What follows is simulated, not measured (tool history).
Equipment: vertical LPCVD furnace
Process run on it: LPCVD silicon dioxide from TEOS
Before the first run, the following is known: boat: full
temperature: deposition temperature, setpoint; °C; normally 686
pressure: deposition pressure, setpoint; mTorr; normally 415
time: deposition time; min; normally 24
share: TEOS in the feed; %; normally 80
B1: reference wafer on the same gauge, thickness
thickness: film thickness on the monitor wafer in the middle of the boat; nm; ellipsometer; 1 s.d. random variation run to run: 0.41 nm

Run 1, hour 0: usual settings but temperature 679 °C; B1 174.15. Result: thickness 134.04 nm.
Run 2, hour 77.5: usual settings; B1 174. Result: thickness 158.74 nm.
Run 3, hour 178.1: usual settings but pressure 390 mTorr, share 69 %; B1 174.13. Result: thickness 143.1 nm.
Run 4, hour 421.8: usual settings; B1 173.93. Result: thickness 159.12 nm.
Run 5, hour 459.2: usual settings; B1 173.8. Result: thickness 159.32 nm.
Run 6, hour 513.8: usual settings but temperature 691 °C; B1 174.1. Result: thickness 179.39 nm.
Run 7, hour 608: usual settings; B1 174.12. Result: thickness 159.38 nm.
Run 8, hour 701.3: usual settings; B1 173.79. Result: thickness 160.32 nm.
Run 9, hour 753.6: usual settings; B1 174.12. Result: thickness 160.72 nm.
Run 10, hour 817.8: usual settings but time 17.5 min; B1 173.93. Result: thickness 116.82 nm.
Run 11, hour 863.6: usual settings but pressure 470 mTorr, share 89 %; B1 174.17. Result: thickness 179.87 nm.
Run 12, hour 950: usual settings but pressure 470 mTorr, share 89 %; B1 174.06. Result: thickness 180.04 nm.
Run 13, hour 1052.2: usual settings but pressure 470 mTorr, share 89 %; B1 173.93. Result: thickness 180.22 nm.
Run 14, hour 1114: usual settings; B1 173.85. Result: thickness 166.32 nm.
Run 15, hour 1215.2: usual settings; B1 173.87. Result: thickness 166.77 nm.
Run 16, hour 1296.7: usual settings but temperature 694 °C, time 31 min, share 71 %; B1 173.94. Result: thickness 244.23 nm.
Run 17, hour 1339.2: usual settings but temperature 679 °C, share 71 %; B1 173.79. Result: thickness 133.07 nm.
Run 18, hour 1383.8: usual settings but temperature 694 °C, pressure 510 mTorr, share 85 %; B1 173.92. Result: thickness 232.12 nm.
Run 19, hour 1437.4: usual settings but time 30 min, share 85 %; B1 174.03. Result: thickness 215.32 nm.
Run 20, hour 1557.7: usual settings but pressure 345 mTorr, time 28 min, share 86 %; B1 174.28. Result: thickness 170.58 nm.
Run 21, hour 1603: usual settings; B1 173.92. Result: thickness 154.16 nm.
Run 22, hour 1680: usual settings but time 18 min; B1 174.09. Result: thickness 116.76 nm.
Run 23, hour 1779.2: usual settings but share 87 %; B1 173.84. Result: thickness 161.53 nm.
Run 24, hour 1852.7: usual settings but pressure 360 mTorr, share 71 %; B1 174.01. Result: thickness 136.14 nm.
Run 25, hour 1957.1: usual settings; B1 173.96. Result: thickness 154.79 nm.
Run 26, hour 2025.6: usual settings but time 18 min; B1 174.08. Result: thickness 117.09 nm.
Run 27, hour 2111.7: usual settings but time 17.5 min, share 92 %; B1 173.82. Result: thickness 121.92 nm.
Run 28, hour 2171.4: usual settings but temperature 683 °C, pressure 350 mTorr, share 73 %; B1 173.91. Result: thickness 127.11 nm.
Run 29, hour 2241.9: usual settings but share 70 %; B1 174.05. Result: thickness 146.47 nm.
Run 30, hour 2307.3: usual settings but pressure 355 mTorr; B1 173.76. Result: thickness 144.13 nm.

Missing from the log above: 5 entries noted between runs. For each, name the pair of listed runs it sits between and say how the tool's hidden condition differs from the listed run just before to the listed run just after:
In the gap between runs 13 and 14: thermocouples replaced and temperature profile calibrated (hour 1096.2)
  true tube temperature minus thermocouple reading, K: 1.62 -> 3.09
  measured result minus the result with no hidden state, thickness: +6.84 -> +11.85 nm
In the gap between runs 15 and 16: gauge calibrated (hour 1254.8)
  true tube temperature minus thermocouple reading, K: 3.15 -> 3.2
  measured result minus the result with no hidden state, thickness: +12.09 -> +17.69 nm
In the gap between runs 19 and 20: thermocouples replaced and temperature profile calibrated, repeated, since the last time left the tool worse (hour 1557.2)
  true tube temperature minus thermocouple reading, K: 3.29 -> 0.0201
  measured result minus the result with no hidden state, thickness: +16.24 -> +0.08 nm
In the gap between runs 22 and 23: pressure gauge zeroed (hour 1714.4)
  true tube temperature minus thermocouple reading, K: 0.0924 -> 0.151
  measured result minus the result with no hidden state, thickness: +0.26 -> +0.59 nm
In the gap between runs 23 and 24: TEOS flow controller replaced (hour 1804.8)
  true tube temperature minus thermocouple reading, K: 0.151 -> 0.195
  measured result minus the result with no hidden state, thickness: +0.59 -> +0.64 nm
